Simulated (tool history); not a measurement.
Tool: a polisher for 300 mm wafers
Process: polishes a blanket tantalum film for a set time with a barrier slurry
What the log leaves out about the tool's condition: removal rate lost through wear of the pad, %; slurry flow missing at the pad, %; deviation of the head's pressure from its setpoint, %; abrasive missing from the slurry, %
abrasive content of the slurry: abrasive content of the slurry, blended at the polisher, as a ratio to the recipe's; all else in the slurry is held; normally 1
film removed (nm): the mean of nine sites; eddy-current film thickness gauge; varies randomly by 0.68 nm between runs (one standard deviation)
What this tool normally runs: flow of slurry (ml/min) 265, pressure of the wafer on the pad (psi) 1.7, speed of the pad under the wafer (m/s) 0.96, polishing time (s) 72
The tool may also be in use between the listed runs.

run     day  flow of slurry (ml/min)  pressure of the wafer on the pad (psi)  speed of the pad under the wafer (m/s)  abrasive content of the slurry  polishing time (s)  wafers since the last listed run  wafers polished on this pad  hours since the slurry nozzle was cleaned  hours since the head pressure was calibrated  hours since the slurry blender was calibrated  incoming thickness of the incoming film, nm  film removed (nm)
  1       0                      265                                     1.7                                    0.96                               1                  72                                 0                          398                                         10                                        1617.6                                          272.9                                        272.2               95.3
      0.304  -- head pressure recalibrated
  2   0.433                      265                                     1.7                                    0.96                               1                  72                               100                          499                                       20.4                                           3.1                                          283.3                                        267.9               93.8
  3   1.112                      265                                     1.7                                    0.96                               1                  72                               195                          694                                       36.7                                          19.4                                          299.6                                        270.2               95.5
  4   1.692                      265                                     2.1                                    0.96                               1                  72                               166                          861                                       50.6                                          33.3                                          313.5                                        266.1              115.1
  5   2.354                      265                                     1.7                                    0.96                               1                  72                               190                         1052                                       66.5                                          49.2                                          329.4                                        264.6               94.3
  6   2.708                      265                                     1.7                                    0.96                               1                  72                               101                         1154                                         75                                          57.7                                          337.9                                        273.1               94.3
  7   3.083                      320                                     1.7                                    0.96                             1.1                  72                               107                         1261                                         84                                          66.7                                          346.9                                        267.2               98.5
  8   3.429                      265                                     1.7                                    0.74                            0.75                  49                                99                         1361                                       92.3                                            75                                          355.2                                        271.7               47.2
      4.075  -- worn pad replaced by a new one
  9   4.167                      265                                     1.7                                    0.96                               1                  72                               164                           26                                        110                                          92.7                                          372.9                                        271.9               95.1
 10   4.812                      265                                     1.3                                    1.24                               1                  72                               185                          212                                      125.5                                         108.2                                          388.4                                        268.4               84.8
      5.054  -- slurry blender recalibrated
 11    5.25                      265                                       2                                    0.64                               1                  72                               101                          314                                        136                                         118.7                                            4.7                                        265.7               86.1
 12   5.975                      265                                     1.7                                    0.96                               1                  72                               208                          522                                      153.4                                         136.1                                           22.1                                        272.1               92.9
 13   6.567                      265                                     1.7                                    0.96                               1                  72                               170                          693                                      167.6                                         150.3                                           36.3                                        270.7               91.9
 14   7.146                      265                                     1.7                                    0.82                               1                  72                               166                          859                                      181.5                                         164.2                                           50.2                                          265               82.8
 15   7.792                      265                                       2                                    0.96                               1                  72                               185                         1045                                        197                                         179.7                                           65.7                                        272.3              108.1
 16   8.446                      265                                     1.7                                    0.96                               1                  72                               188                         1234                                      212.7                                         195.4                                           81.4                                        271.7               90.6
      8.854  -- worn pad replaced by a new one
 17     8.9                      360                                     1.7                                    0.96                               1                  79                                82                           13                                      223.6                                         206.3                                           92.3                                        269.8              103.7
 18   9.542                      330                                     1.9                                    1.16                               1                  63                               184                          197                                        239                                         221.7                                          107.7                                        269.1              103.1
 19  11.167                      265                                     1.7                                    0.96                               1                  72                               467                          665                                        278                                         260.7                                          146.7                                        268.9               89.4
     11.312  -- slurry nozzle cleaned
 20  11.608                      265                                     1.2                                    0.96                               1                  72                               115                          780                                        7.1                                         271.3                                          157.3                                          272               67.9
 21  11.938                      265                                     1.7                                    0.96                               1                  72                                94                          875                                         15                                         279.2                                          165.2                                        269.9               95.3
 22  12.279                      265                                     1.7                                    0.64                               1                  72                                98                          973                                       23.2                                         287.4                                          173.4                                        269.8               76.4
 23  12.862                      335                                     1.9                                    0.86                             1.1                  72                               167                         1141                                       37.2                                         301.4                                          187.4                                        266.5              105.3
 24  13.138                      265                                     1.7                                    0.96                               1                  72                                79                         1220                                       43.8                                           308                                            194                                        269.8               94.7
     13.333  -- worn pad replaced by a new one
 25  13.696                      265                                     1.7                                    0.76                               1                  72                               112                          104                                       57.2                                         321.4                                          207.4                                        269.6                 84
 26  14.012                      335                                     1.7                                    1.22                            0.75                  72                                91                          195                                       64.8                                           329                                            215                                        267.6               97.3
 27  14.662                      360                                     1.3                                    0.84                               1                  63                               187                          382                                       80.4                                         344.6                                          230.6                                        274.6               61.2
 28  16.517                      295                                     1.7                                    0.96                               1                  72                               533                          916                                      124.9                                         389.1                                          275.1                                        268.7               96.3
 29  17.025                      325                                     1.4                                    0.82                               1                  86                               146                         1062                                      137.1                                         401.3                                          287.3                                        269.3               86.5
 30  17.642                      265                                     1.7                                    0.96                               1                  72                               177                         1240                                      151.9                                         416.1                                          302.1                                        270.8               93.2

Branching from run 30: 4 alternative next runs. What would each branch give?
  A  17.658                      265                                     1.7                                    0.96                               1                  72                                 4                         1245                                      152.3                                         416.5                                          302.5                                        272.8                  ?
  B  17.658                      350                                     1.3                                    1.04                               1                  90                                 4                         1245                                      152.3                                         416.5                                          302.5                                        272.8                  ?
  C  17.658                      190                                     2.1                                    1.12                               1                  65                                 4                         1245                                      152.3                                         416.5                                          302.5                                        272.8                  ?
  D  17.658                      265                                     1.9                                    0.96                               1                  51                                 4                         1245                                      152.3                                         416.5                                          302.5                                        272.8                  ?

run  film removed (nm)
  A               93.9
  B               98.2
  C              109.2
  D               74.1
With no hidden state in the tool, these same runs would have given:
run  film removed (nm)
  A               96.2
  B                100
  C              112.8
  D               75.9

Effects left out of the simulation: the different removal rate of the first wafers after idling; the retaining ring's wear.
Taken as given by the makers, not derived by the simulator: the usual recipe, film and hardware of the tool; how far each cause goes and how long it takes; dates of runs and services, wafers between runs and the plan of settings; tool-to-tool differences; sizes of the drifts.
